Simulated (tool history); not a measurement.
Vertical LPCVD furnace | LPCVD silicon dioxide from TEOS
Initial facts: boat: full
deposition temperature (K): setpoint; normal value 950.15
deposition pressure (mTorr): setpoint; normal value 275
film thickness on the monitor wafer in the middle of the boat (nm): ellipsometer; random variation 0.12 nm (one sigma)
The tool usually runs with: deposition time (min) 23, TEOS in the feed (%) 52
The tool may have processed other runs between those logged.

run	hour	deposition temperature (K)	deposition pressure (mTorr)	deposition time (min)	TEOS in the feed (%)	read-back reference wafer on the same gauge, thickness	film thickness on the monitor wafer in the middle of the boat (nm)
1	0	957.15	275	23	52	71.59	102.57
2	17.3	957.15	275	23	52	71.56	102.56
3	39.4	957.15	275	23	52	71.59	102.54
4	58.4	952.15	275	23	52	71.6	90.92
5	91.1	950.15	275	23	52	71.59	86.81
6	113.9	950.15	275	23	52	71.6	86.74
7	135.5	950.15	275	23	52	71.59	86.81
8	214.4	950.15	275	28	52	71.61	105.57
9	316.3	950.15	275	28	52	71.59	106.07
10	331	950.15	275	28	52	71.6	105.54
# hour 373.4: TEOS flow controller replaced
11	373.9	950.15	275	23	52	71.63	86.95
12	378.9	950.15	275	23	52	71.59	87.04
13	397.5	950.15	275	23	47	71.57	82.6
14	413.6	950.15	275	23	52	71.63	86.88
15	442.2	950.15	275	19.5	57	71.57	77.2
# hour 448.8: gauge calibrated
16	468.2	960.15	275	23	52	71.57	110.39
17	486.5	956.15	325	25.5	44	71.6	111.27
18	498.8	942.15	215	23	52	71.6	63.17
19	515	950.15	275	23	46	71.61	81.75
20	528.7	950.15	275	23	52	71.59	87.12
# hour 563.1: thermocouples replaced and temperature profile calibrated
# hour 565.4: pressure gauge zeroed
21	565.9	950.15	275	23	52	71.62	80.98
22	661.4	954.15	220	29	57	71.62	105.88
23	688.4	943.15	275	23	52	71.59	68.49
24	723	950.15	230	17	48	71.58	53.04
25	744	939.15	340	31	62	71.59	102.01

Predict each of these 4 candidate next runs independently; none follows another, all start after run 25:
A	749.1	941.15	275	23	52	?	?
B	749.1	950.15	320	23	52	?	?
C	749.1	961.15	275	23	52	?	?
D	749.1	944.15	250	16.5	62	?	?

run	read-back reference wafer on the same gauge, thickness	film thickness on the monitor wafer in the middle of the boat (nm)
A	71.58	65.33
B	71.58	87.93
C	71.58	106.23
D	71.58	52.56
The same runs, with their run-to-run variation unchanged, on a tool lacking any hidden condition would have given:
run	film thickness on the monitor wafer in the middle of the boat (nm)
A	63.65
B	85.72
C	103.62
D	51.21
